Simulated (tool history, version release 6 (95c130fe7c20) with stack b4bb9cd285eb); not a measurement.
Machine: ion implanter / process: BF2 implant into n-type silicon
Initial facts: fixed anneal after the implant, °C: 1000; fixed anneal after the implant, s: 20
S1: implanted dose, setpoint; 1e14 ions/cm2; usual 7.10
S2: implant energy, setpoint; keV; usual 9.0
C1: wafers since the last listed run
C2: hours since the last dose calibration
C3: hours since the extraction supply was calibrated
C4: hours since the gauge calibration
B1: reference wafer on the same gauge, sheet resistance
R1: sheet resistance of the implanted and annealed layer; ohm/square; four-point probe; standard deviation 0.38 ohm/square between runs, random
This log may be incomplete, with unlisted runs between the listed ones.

run	day	S1	S2	C1	C2	C3	C4	B1	R1
1	0.000	7.10	9.0	0	703.8	4224.0	445.7	285.07	253.62
2	0.688	7.10	9.0	365	720.3	4240.5	462.2	284.98	254.72
3	1.179	7.10	9.0	261	732.1	4252.3	474.0	284.96	254.14
4	1.788	7.10	9.0	323	746.7	4266.9	488.6	285.14	254.58
5	2.071	7.10	9.0	150	753.5	4273.7	495.4	285.06	254.16
6	2.675	7.10	9.0	321	768.0	4288.2	509.9	284.90	254.42
7	4.308	7.10	9.0	868	807.2	4327.4	549.1	285.04	254.87
8	4.629	7.10	9.0	170	814.9	4335.1	556.8	285.00	254.59
9	5.329	7.10	9.0	372	831.7	4351.9	573.6	285.07	255.12
10	5.900	7.10	9.0	303	845.4	4365.6	587.3	284.99	254.35
11	6.504	7.10	9.0	321	859.9	4380.1	601.8	285.03	254.26
# day 6.808: gauge calibrated
# day 6.983: extraction supply calibrated
12	7.179	7.10	9.0	181	876.1	4.7	8.9	285.05	254.52
13	9.408	7.10	9.0	1185	929.6	58.2	62.4	284.97	254.08
14	9.929	7.10	9.0	277	942.1	70.7	74.9	284.98	254.38
15	10.208	7.10	8.0	148	948.8	77.4	81.6	285.06	264.32
16	10.500	8.45	7.5	155	955.8	84.4	88.6	285.07	253.22
17	10.850	6.47	11.5	186	964.2	92.8	97.0	285.05	244.00
18	11.175	7.10	7.0	172	972.0	100.6	104.8	284.93	275.79
19	11.571	7.10	12.0	210	981.5	110.1	114.3	285.07	232.25
20	12.300	7.81	11.0	387	999.0	127.6	131.8	284.98	230.96
21	12.996	7.10	6.0	370	1015.7	144.3	148.5	284.99	288.97
22	13.729	7.10	9.0	390	1033.3	161.9	166.1	284.96	254.29
23	14.446	7.10	7.0	381	1050.5	179.1	183.3	284.94	275.02
24	15.142	7.80	6.5	370	1067.2	195.8	200.0	285.02	271.26
25	15.758	7.10	9.0	328	1082.0	210.6	214.8	284.97	254.69
26	16.379	5.33	10.0	330	1096.9	225.5	229.7	284.92	279.42
27	16.633	5.87	6.0	135	1103.0	231.6	235.8	285.01	315.88
28	17.046	7.91	11.0	219	1112.9	241.5	245.7	285.08	229.77
# day 18.308: Faraday cup replaced and dose calibrated
29	18.942	7.80	6.5	831	15.2	287.0	291.2	285.11	268.02
30	19.400	7.10	9.0	243	26.2	298.0	302.2	285.04	251.52
31	19.804	7.10	9.0	214	35.9	307.7	311.9	284.83	251.19
32	20.525	7.10	9.0	383	53.2	325.0	329.2	284.90	251.98
33	21.096	7.10	9.0	303	66.9	338.7	342.9	285.01	251.84
34	21.458	7.10	6.5	192	75.6	347.4	351.6	284.99	278.65
35	22.162	7.94	9.0	374	92.5	364.3	368.5	285.01	242.02
36	22.546	8.99	10.5	203	101.7	373.5	377.7	285.09	221.81
37	22.996	7.10	11.5	239	112.5	384.3	388.5	284.95	233.47
38	23.700	8.13	7.0	374	129.4	401.2	405.4	285.05	259.46

3 options for the next run, each taken on its own from the tool as it stands now. Forecast them:
A	23.717	7.10	10.0	8	129.8	401.6	405.8	?	?
B	23.717	8.32	9.0	8	129.8	401.6	405.8	?	?
C	23.717	5.76	6.0	8	129.8	401.6	405.8	?	?

run	B1	R1
A	285.03	244.66
B	285.03	239.28
C	285.03	315.70
With no hidden state in the tool, these same runs would have given:
run	R1
A	242.87
B	237.80
C	312.65

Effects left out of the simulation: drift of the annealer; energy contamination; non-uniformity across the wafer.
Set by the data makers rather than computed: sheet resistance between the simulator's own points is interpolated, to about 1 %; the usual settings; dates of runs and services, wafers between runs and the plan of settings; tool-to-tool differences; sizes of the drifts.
